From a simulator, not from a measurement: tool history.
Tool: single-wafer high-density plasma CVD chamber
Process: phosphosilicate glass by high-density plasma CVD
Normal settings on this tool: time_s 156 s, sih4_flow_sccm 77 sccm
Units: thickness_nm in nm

run,hour,time_s,sih4_flow_sccm,wafers since the last listed run,hours since the silane flow controller was replaced,hours since the gauge calibration,"read-back reference wafer on the same gauge, thickness_nm",thickness_nm
1,0.0,156,77,0,4853.4,896.8,1050.419,1294.017
2,164.9,156,77,1399,5018.3,1061.7,1050.898,1300.464
3,210.5,156,77,386,5063.9,1107.3,1049.507,1298.052
4,260.7,156,77,426,5114.1,1157.5,1050.714,1310.094
5,300.6,156,77,338,5154.0,1197.4,1049.394,1293.051
6,360.6,166,77,509,5214.0,1257.4,1050.376,1392.157
7,394.0,166,77,283,5247.4,1290.8,1049.697,1377.034
8,547.3,166,77,1300,5400.7,1444.1,1049.686,1401.753
9,613.8,171,77,564,5467.2,1510.6,1050.391,1434.027
# hour 614.2: gauge calibrated
10,638.3,156,77,207,5491.7,24.1,1050.527,1310.814
11,707.4,156,77,586,5560.8,93.2,1050.628,1317.995
12,732.8,156,77,215,5586.2,118.6,1049.772,1318.124
13,775.8,156,77,364,5629.2,161.6,1049.798,1323.540
# hour 798.8: silane flow controller replaced
14,808.6,156,77,210,9.8,194.4,1050.469,1227.202
15,853.5,156,77,381,54.7,239.3,1050.294,1224.571
16,897.0,173,77,369,98.2,282.8,1049.751,1364.147
17,929.5,167,72,275,130.7,315.3,1049.347,1227.911
18,955.9,156,72,224,157.1,341.7,1050.482,1148.815
19,994.0,156,77,323,195.2,379.8,1049.281,1223.701
20,1019.2,156,65,213,220.4,405.0,1049.964,1029.538
21,1051.6,156,77,274,252.8,437.4,1049.702,1228.514
22,1120.1,156,77,581,321.3,505.9,1050.052,1219.660
23,1157.2,127,64,314,358.4,543.0,1049.680,824.641
24,1216.8,173,83,505,418.0,602.6,1050.380,1457.084
25,1247.1,156,77,257,448.3,632.9,1050.341,1218.191
26,1304.8,140,67,489,506.0,690.6,1050.838,947.095
27,1356.4,156,77,437,557.6,742.2,1050.344,1224.731
28,1400.6,156,77,375,601.8,786.4,1050.116,1224.820
29,1441.0,176,70,342,642.2,826.8,1049.961,1249.797
30,1466.4,135,65,215,667.6,852.2,1049.057,898.028
31,1502.1,174,64,302,703.3,887.9,1051.064,1129.896
32,1556.7,134,77,463,757.9,942.5,1050.046,1055.334

What was the tool's hidden state at every run in the log?
gauge reads high (%): 0 at every run
H1: delivered silane flow above the setpoint (%)
run,H1
1,6.02
2,6.42
3,6.54
4,6.66
5,6.77
6,6.92
7,7.01
8,7.41
9,7.59
10,7.66
11,7.85
12,7.92
13,8.03
14,0.18
15,0.181
16,0.183
17,0.184
18,0.186
19,0.19
20,0.192
21,0.196
22,0.206
23,0.212
24,0.223
25,0.23
26,0.244
27,0.257
28,0.27
29,0.282
30,0.291
31,0.303
32,0.322
